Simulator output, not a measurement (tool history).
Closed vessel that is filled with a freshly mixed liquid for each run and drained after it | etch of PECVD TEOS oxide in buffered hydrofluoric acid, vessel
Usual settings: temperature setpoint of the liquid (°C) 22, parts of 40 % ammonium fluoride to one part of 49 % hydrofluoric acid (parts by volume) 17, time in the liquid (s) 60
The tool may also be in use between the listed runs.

run   hour  temperature setpoint of the liquid (°C)  parts of 40 % ammonium fluoride to one part of 49 % hydrofluoric acid (parts by volume)  time in the liquid (s)  wafers since the last listed run  hours since the thermometer was replaced  hours since the hydrofluoric acid flow meter was replaced  hours since the gauge calibration  read-back film thickness of the PECVD TEOS oxide reference wafer, read on the same gauge (nm)  thickness taken off the PECVD TEOS oxide on a monitor wafer (Å)
  1      0                                       22                                                                                       17                      85                                 0                                      1469                                                     2263.6                              104.4                                                                                            100                                                             1296
  2    7.1                                       22                                                                                       17                      85                               976                                    1476.1                                                     2270.7                              111.5                                                                                         100.01                                                             1306
  3   17.1                                       22                                                                                       17                      60                              1374                                    1486.1                                                     2280.7                              121.5                                                                                          99.99                                                            918.3
  4     33                                       22                                                                                       17                      60                              2186                                      1502                                                     2296.6                              137.4                                                                                          99.98                                                            921.2
  5   50.3                                       22                                                                                       17                      60                              2378                                    1519.3                                                     2313.9                              154.7                                                                                          99.99                                                            916.8
  6   64.5                                       22                                                                                       17                      60                              1952                                    1533.5                                                     2328.1                              168.9                                                                                          99.98                                                            911.8
  7   80.1                                       22                                                                                       17                      60                              2144                                    1549.1                                                     2343.7                              184.5                                                                                          99.99                                                            920.5
  8   95.9                                       22                                                                                       17                      60                              2172                                    1564.9                                                     2359.5                              200.3                                                                                         100.01                                                            917.4
        98  -- thermometer replaced
  9  112.5                                       22                                                                                       17                      60                              2144                                      14.5                                                     2376.1                              216.9                                                                                         100.01                                                            992.8
     116.4  -- gauge calibrated
 10  120.2                                       22                                                                                       17                      60                              1058                                      22.2                                                     2383.8                                3.8                                                                                          99.98                                                            991.3
 11  136.2                                       22                                                                                       17                      60                              2199                                      38.2                                                     2399.8                               19.8                                                                                            100                                                            994.3
 12  144.4                                       26                                                                                       17                      60                              1127                                      46.4                                                       2408                                 28                                                                                            100                                                           1241.7
     145.9  -- hydrofluoric acid flow meter replaced
 13  161.4                                       22                                                                                     14.5                      70                              2199                                      63.4                                                       15.5                                 45                                                                                          99.99                                                           1193.4
 14  170.8                                       22                                                                                       17                      60                              1292                                      72.8                                                       24.9                               54.4                                                                                         100.01                                                            869.7
 15  187.8                                       22                                                                                       17                      60                              2337                                      89.8                                                       41.9                               71.4                                                                                         100.01                                                            871.4
 16  200.2                                     18.5                                                                                       19                      85                              1704                                     102.2                                                       54.3                               83.8                                                                                          99.99                                                            910.5
 17  213.5                                       22                                                                                       17                      60                              1828                                     115.5                                                       67.6                               97.1                                                                                         100.01                                                              873
 18  228.4                                     25.5                                                                                       17                      30                              2048                                     130.4                                                       82.5                                112                                                                                            100                                                            527.4
 19  242.2                                       18                                                                                     22.5                      35                              1897                                     144.2                                                       96.3                              125.8                                                                                         100.01                                                            317.8
 20  249.5                                       18                                                                                     13.5                      40                              1003                                     151.5                                                      103.6                              133.1                                                                                         100.01                                                            581.6
 21  264.4                                       18                                                                                       17                      80                              2048                                     166.4                                                      118.5                                148                                                                                            100                                                            928.6
 22  274.5                                     23.5                                                                                       24                      35                              1388                                     176.5                                                      128.6                              158.1                                                                                         100.03                                                            416.2

The same runs without the tool's hidden state, with the same run-to-run variation:
The hidden state here: liquid colder than its thermometer reads (K); hydrofluoric acid flow above the setpoint (%); gauge reads high (%).
run  thickness taken off the PECVD TEOS oxide on a monitor wafer (Å)
  1                                                           1229.3
  2                                                             1239
  3                                                            871.3
  4                                                              874
  5                                                            870.1
  6                                                            865.3
  7                                                            873.9
  8                                                            870.8
  9                                                            868.7
 10                                                            867.6
 11                                                            870.5
 12                                                           1086.8
 13                                                           1191.4
 14                                                            868.3
 15                                                            869.7
 16                                                            909.3
 17                                                            871.6
 18                                                            526.4
 19                                                            318.6
 20                                                            580.8
 21                                                            927.5
 22                                                            417.3
